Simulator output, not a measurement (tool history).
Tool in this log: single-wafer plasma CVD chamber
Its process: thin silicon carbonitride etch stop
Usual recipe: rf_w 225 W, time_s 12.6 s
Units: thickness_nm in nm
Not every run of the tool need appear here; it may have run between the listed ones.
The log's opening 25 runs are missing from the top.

run     day  rf_w  time_s  read-back reference wafer on the same gauge, thickness_nm  thickness_nm
 26  25.283   225    11.8                                                      7.392          6.79
 27  26.775   200    14.3                                                      7.395         7.753
 28  27.517   190    11.8                                                       7.39         6.211
 29  31.096   225    12.6                                                      7.394         7.227
 30  32.479   250    12.6                                                      7.392         7.559
 31  33.725   225    12.6                                                      7.392         7.198
 32   34.35   265    14.2                                                      7.391         8.742
 33  34.925   225    12.6                                                      7.386           7.2
 34  38.542   200    11.7                                                      7.389         6.305
 35  39.212   190      11                                                      7.389         5.755
 36  40.462   225    12.6                                                      7.393         7.184

4 options for the next run, each taken on its own from the tool as it stands now. Forecast them:
  A  40.479   225    12.6                                                          ?             ?
  B  40.479   200    10.6                                                          ?             ?
  C  40.479   180      11                                                          ?             ?
  D  40.479   265    14.7                                                          ?             ?

run  read-back reference wafer on the same gauge, thickness_nm  thickness_nm
  A                                                       7.39          7.19
  B                                                       7.39         5.708
  C                                                       7.39           5.6
  D                                                       7.39         9.036
Stripped of hidden state, with their random variation kept, the same runs would have yielded:
run  thickness_nm
  A         7.275
  B         5.775
  C         5.666
  D         9.143

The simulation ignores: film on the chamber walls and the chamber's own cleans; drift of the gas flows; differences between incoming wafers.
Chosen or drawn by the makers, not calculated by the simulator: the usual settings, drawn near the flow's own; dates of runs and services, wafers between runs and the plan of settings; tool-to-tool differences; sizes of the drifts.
